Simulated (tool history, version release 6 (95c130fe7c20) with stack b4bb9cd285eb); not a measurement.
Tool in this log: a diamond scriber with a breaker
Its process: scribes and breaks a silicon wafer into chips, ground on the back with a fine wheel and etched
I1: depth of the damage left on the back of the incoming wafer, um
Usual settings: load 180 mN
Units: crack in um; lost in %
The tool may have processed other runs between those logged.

Run 1, day 0: usual settings but load 207 mN; I1 0.43. Result: crack 12.5 um, lost 5.8 %.
Run 2, day 0.492: usual settings but load 168 mN; I1 0.46. Result: crack 10 um, lost 3.06 %.
Run 3, day 0.975: usual settings but load 168 mN; I1 0.62. Result: crack 9.95 um, lost 3.21 %.
Run 4, day 1.717: usual settings; I1 0.38. Result: crack 11.1 um, lost 1.34 %.
Run 5, day 1.988: usual settings; I1 0.74. Result: crack 10.96 um, lost 1.37 %.
Run 6, day 2.379: usual settings; I1 0.59. Result: crack 10.79 um, lost 1.4 %.
Run 7, day 2.638: usual settings; I1 0.43. Result: crack 11.08 um, lost 1.29 %.
Run 8, day 3.042: usual settings; I1 0.48. Result: crack 10.88 um, lost 1.37 %.
Run 9, day 3.333: usual settings; I1 0.31. Result: crack 11 um, lost 1.43 %.
At day 5.229: load on the tip recalibrated.
Run 10, day 5.25: usual settings; I1 0.73. Result: crack 10.98 um, lost 1.47 %.
Run 11, day 5.479: usual settings; I1 0.54. Result: crack 10.87 um, lost 1.4 %.
Run 12, day 6.617: usual settings but load 138 mN; I1 0.73. Result: crack 7.96 um, lost 26.74 %.
Run 13, day 7.071: usual settings but load 138 mN; I1 0.64. Result: crack 7.72 um, lost 24.97 %.
At day 7.267: diamond tip replaced by a new one.
Run 14, day 7.458: usual settings but load 206 mN; I1 0.59. Result: crack 12.45 um, lost 6.65 %.
Run 15, day 8.125: usual settings but load 129 mN; I1 0.64. Result: crack 6.99 um, lost 37.16 %.
Run 16, day 8.738: usual settings but load 194 mN; I1 0.58. Result: crack 11.62 um, lost 2.62 %.
Run 17, day 9.279: usual settings but load 227 mN; I1 0.42. Result: crack 13.39 um, lost 14.35 %.
Run 18, day 10.762: usual settings but load 224 mN; I1 0.42. Result: crack 13.58 um, lost 13.19 %.
Run 19, day 11.375: usual settings but load 202 mN; I1 0.57. Result: crack 12.4 um, lost 5.31 %.
Run 20, day 11.854: usual settings but load 194 mN; I1 0.41. Result: crack 11.43 um, lost 3.13 %.
Run 21, day 12.154: usual settings but load 209 mN; I1 0.43. Result: crack 12.31 um, lost 7.1 %.
Run 22, day 12.846: usual settings but load 153 mN; I1 0.39. Result: crack 9.13 um, lost 10.05 %.
Run 23, day 13.346: usual settings; I1 0.8. Result: crack 10.92 um, lost 1.52 %.
Run 24, day 14.033: usual settings; I1 0.77. Result: crack 11.12 um, lost 1.42 %.
Run 25, day 15.012: usual settings but load 201 mN; I1 0.59. Result: crack 12.16 um, lost 4.99 %.
Run 26, day 15.629: usual settings but load 134 mN; I1 0.6. Result: crack 7.41 um, lost 29.13 %.

4 options for the next run, each taken on its own from the tool as it stands now. Forecast them:
Run A, day 15.654: usual settings but load 150 mN; I1 0.52. Result: crack ?, lost ?.
Run B, day 15.654: usual settings but load 166 mN; I1 0.52. Result: crack ?, lost ?.
Run C, day 15.654: usual settings but load 205 mN; I1 0.52. Result: crack ?, lost ?.
Run D, day 15.654: usual settings but load 158 mN; I1 0.52. Result: crack ?, lost ?.

run  crack   lost
  A    8.8  12.54
  B   9.94   3.62
  C  12.48   6.22
  D   9.37   7.08
With the hidden condition removed and each run's random variation left untouched, the same runs would have given:
run  crack   lost
  A    8.8  12.54
  B   9.94   3.62
  C  12.48   6.22
  D   9.37   7.08

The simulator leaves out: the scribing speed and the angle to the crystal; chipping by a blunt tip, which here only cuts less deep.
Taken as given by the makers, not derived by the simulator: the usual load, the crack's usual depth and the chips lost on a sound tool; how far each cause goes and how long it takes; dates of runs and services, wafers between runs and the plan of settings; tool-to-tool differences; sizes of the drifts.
